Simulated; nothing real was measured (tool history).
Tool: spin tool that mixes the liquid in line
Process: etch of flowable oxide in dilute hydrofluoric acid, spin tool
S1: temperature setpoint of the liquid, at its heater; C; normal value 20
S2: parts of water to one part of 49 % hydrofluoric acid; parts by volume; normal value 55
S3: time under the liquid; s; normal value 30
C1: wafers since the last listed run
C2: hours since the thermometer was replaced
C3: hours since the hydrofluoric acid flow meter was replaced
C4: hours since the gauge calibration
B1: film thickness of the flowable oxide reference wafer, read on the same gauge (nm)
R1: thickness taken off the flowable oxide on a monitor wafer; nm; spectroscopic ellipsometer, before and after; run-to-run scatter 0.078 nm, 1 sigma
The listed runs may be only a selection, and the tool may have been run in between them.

Run 1, day 0: usual settings; C1 0; C2 922.6; C3 571.9; C4 342.3; B1 110.01. Result: R1 24.74 nm.
At day 0.496: hydrofluoric acid flow meter replaced.
Run 2, day 2.554: usual settings; C1 452; C2 983.9; C3 49.4; C4 403.6; B1 110.01. Result: R1 25.05 nm.
Run 3, day 4.1: usual settings; C1 278; C2 1021; C3 86.5; C4 440.7; B1 109.97. Result: R1 25.05 nm.
Run 4, day 6.388: usual settings; C1 412; C2 1075.9; C3 141.4; C4 495.6; B1 109.96. Result: R1 25.03 nm.
Run 5, day 7.742: usual settings; C1 244; C2 1108.4; C3 173.9; C4 528.1; B1 110.02. Result: R1 25.04 nm.
Run 6, day 9.929: usual settings but S3 45 s; C1 394; C2 1160.9; C3 226.4; C4 580.6; B1 110.02. Result: R1 37.5 nm.
Run 7, day 12.371: usual settings but S3 25 s; C1 440; C2 1219.5; C3 285; C4 639.2; B1 110. Result: R1 20.83 nm.
At day 14.667: gauge calibrated.
Run 8, day 14.821: usual settings; C1 441; C2 1278.3; C3 343.8; C4 3.7; B1 110. Result: R1 25.07 nm.
Run 9, day 16.867: usual settings but S2 70 parts by volume; C1 368; C2 1327.4; C3 392.9; C4 52.8; B1 110.04. Result: R1 19.43 nm.
Run 10, day 18.446: usual settings but S2 70 parts by volume; C1 284; C2 1365.3; C3 430.8; C4 90.7; B1 110.02. Result: R1 19.4 nm.
Run 11, day 20.379: usual settings but S2 65 parts by volume; C1 348; C2 1411.7; C3 477.2; C4 137.1; B1 110.02. Result: R1 21.03 nm.
At day 23.888: thermometer replaced.
At day 25.258: hydrofluoric acid flow meter replaced.
Run 12, day 28.512: usual settings but S2 65 parts by volume; C1 1451; C2 111; C3 78.1; C4 332.3; B1 109.99. Result: R1 20.27 nm.
Run 13, day 30.192: usual settings; C1 302; C2 151.3; C3 118.4; C4 372.6; B1 110.01. Result: R1 24.46 nm.
Run 14, day 32.85: usual settings; C1 479; C2 215.1; C3 182.2; C4 436.4; B1 110.03. Result: R1 24.34 nm.
Run 15, day 33.988: usual settings but S2 80 parts by volume, S3 25 s; C1 205; C2 242.4; C3 209.5; C4 463.7; B1 110. Result: R1 13.5 nm.
Run 16, day 35.575: usual settings but S1 22.5 C, S2 40 parts by volume, S3 25 s; C1 286; C2 280.5; C3 247.6; C4 501.8; B1 109.97. Result: R1 31.58 nm.
Run 17, day 38.188: usual settings but S2 80 parts by volume, S3 15 s; C1 470; C2 343.2; C3 310.3; C4 564.5; B1 110.03. Result: R1 8.16 nm.
Run 18, day 40.754: usual settings but S1 24 C, S2 75 parts by volume, S3 15 s; C1 462; C2 404.8; C3 371.9; C4 626.1; B1 110.01. Result: R1 10.28 nm.
Run 19, day 43.296: usual settings but S1 17 C, S2 80 parts by volume, S3 40 s; C1 458; C2 465.8; C3 432.9; C4 687.1; B1 110.02. Result: R1 19.11 nm.
At day 43.85: gauge calibrated.
Run 20, day 44.471: usual settings but S1 24 C, S3 20 s; C1 211; C2 494; C3 461.1; C4 14.9; B1 110.02. Result: R1 19.19 nm.
Run 21, day 47.212: usual settings but S1 18 C, S2 30 parts by volume, S3 50 s; C1 494; C2 559.8; C3 526.9; C4 80.7; B1 109.97. Result: R1 70.9 nm.
Run 22, day 49.871: usual settings but S1 22 C; C1 479; C2 623.6; C3 590.7; C4 144.5; B1 110. Result: R1 26.47 nm.
Run 23, day 51.704: usual settings but S1 17 C, S2 40 parts by volume, S3 15 s; C1 330; C2 667.6; C3 634.7; C4 188.5; B1 109.99. Result: R1 15.05 nm.
Run 24, day 53.229: usual settings but S1 17 C; C1 274; C2 704.2; C3 671.3; C4 225.1; B1 109.98. Result: R1 21.4 nm.
Run 25, day 55.75: usual settings; C1 454; C2 764.7; C3 731.8; C4 285.6; B1 109.99. Result: R1 24.38 nm.
At day 55.875: hydrofluoric acid flow meter replaced.
Run 26, day 56.767: usual settings; C1 175; C2 789.1; C3 21.4; C4 310; B1 110.01. Result: R1 24.71 nm.
Run 27, day 58.858: usual settings but S1 23 C, S3 15 s; C1 377; C2 839.3; C3 71.6; C4 360.2; B1 110. Result: R1 14.14 nm.

Take each entry between the runs: how does the hidden state at the last listed run before it differ from the hidden state at the first listed run after it?
After run 1, before run 2: hydrofluoric acid flow meter replaced (day 0.496)
  liquid hotter than its thermometer reads (K): 0.738 -> 0.782; hydrofluoric acid flow below the setpoint (%): 1.5 -> 0.144
  what was measured, less what the result would be without the hidden state, R1: +0.37 -> +0.77 nm
After run 7, before run 8: gauge calibrated (day 14.667)
  liquid hotter than its thermometer reads (K): 0.951 -> 0.993; hydrofluoric acid flow below the setpoint (%): 0.671 -> 0.803
  what was measured, less what the result would be without the hidden state, R1: +0.67 -> +0.82 nm
After run 11, before run 12: thermometer replaced (day 23.888); hydrofluoric acid flow meter replaced (day 25.258)
  liquid hotter than its thermometer reads (K): 1.09 -> 0.0999; hydrofluoric acid flow below the setpoint (%): 1.1 -> 0.237
  what was measured, less what the result would be without the hidden state, R1: +0.7 -> +0.04 nm
After run 19, before run 20: gauge calibrated (day 43.85)
  liquid hotter than its thermometer reads (K): 0.354 -> 0.374; hydrofluoric acid flow below the setpoint (%): 1.03 -> 1.09
  what was measured, less what the result would be without the hidden state, R1: +0.07 -> +0.07 nm
After run 25, before run 26: hydrofluoric acid flow meter replaced (day 55.875)
  liquid hotter than its thermometer reads (K): 0.568 -> 0.585; hydrofluoric acid flow below the setpoint (%): 1.7 -> 0.139
  what was measured, less what the result would be without the hidden state, R1: +0.14 -> +0.57 nm
